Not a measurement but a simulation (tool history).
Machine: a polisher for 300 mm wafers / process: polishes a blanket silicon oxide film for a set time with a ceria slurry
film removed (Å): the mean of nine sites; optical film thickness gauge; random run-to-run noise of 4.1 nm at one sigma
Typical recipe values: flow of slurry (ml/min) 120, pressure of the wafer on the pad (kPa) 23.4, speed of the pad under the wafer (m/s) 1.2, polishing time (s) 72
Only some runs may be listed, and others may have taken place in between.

run	hour	flow of slurry (ml/min)	pressure of the wafer on the pad (kPa)	speed of the pad under the wafer (m/s)	polishing time (s)	wafers since the last listed run	wafers polished on this pad	hours since the slurry nozzle was cleaned	hours since the head pressure was calibrated	incoming thickness of the incoming film, nm	film removed (Å)
1	0	120	23.4	1.2	72	0	332	237.3	452.1	1425.7	5411
2	46.1	120	23.4	1.2	72	552	884	283.4	498.2	1441.4	5298
3	66.1	120	23.4	0.88	72	239	1123	303.4	518.2	1434.8	3878
# hour 71.2: worn pad replaced by a new one
4	90.3	120	23.4	0.88	72	241	229	327.6	542.4	1432.8	3919
# hour 118.2: head pressure recalibrated
5	118.7	120	23.4	0.88	72	316	545	356	0.5	1438.4	3649
6	143.1	120	23.4	1.46	83	292	837	380.4	24.9	1401.2	6836
# hour 168.7: worn pad replaced by a new one
7	173.8	120	23.4	1.46	83	319	60	411.1	55.6	1443.6	7050
8	190.3	120	26.9	1.08	72	197	258	427.6	72.1	1439.3	4976
9	211.2	100	17.9	1.38	72	250	508	448.5	93	1407.4	4518
10	237.5	145	27.6	1.2	72	315	823	474.8	119.3	1445.7	5976
# hour 251.2: slurry nozzle cleaned
11	251.7	150	23.4	1.2	72	158	981	0.5	133.5	1418.8	5571
# hour 266.6: worn pad replaced by a new one
12	267.1	110	29.6	1.08	72	136	5	15.9	148.9	1441.1	5654
13	289.3	120	23.4	1.46	83	265	271	38.1	171.1	1441.2	7528
14	322	85	28.3	0.8	48	391	663	70.8	203.8	1430.3	2450
15	342.9	155	23.4	1.2	62	250	913	91.7	224.7	1419.6	4900
# hour 357.3: worn pad replaced by a new one
16	358.8	120	23.4	1.2	96	142	17	107.6	240.6	1424.2	7341
17	371	120	23.4	1.2	72	146	163	119.8	252.8	1455.5	5331

Hidden state or all else? Some run-to-run changes of film removed (Å), split into what the settings, what came in and random variation would give without the hidden state, and what is left for the hidden state (with any gauge scatter that isn't in both results):
Hidden conditions of the tool in this case: removal rate lost through wear of the pad, %; slurry flow missing at the pad, %; deviation of the head's pressure from its setpoint, %.
Run 4 -> 5: head pressure recalibrated. film removed (Å) -270: hidden state -289, all else +19.
Run 13 -> 14: flow of slurry (ml/min) 120 -> 85, pressure of the wafer on the pad (kPa) 23.4 -> 28.3, speed of the pad under the wafer (m/s) 1.46 -> 0.8, polishing time (s) 83 -> 48. film removed (Å) -5078: hidden state -262, all else -4816.
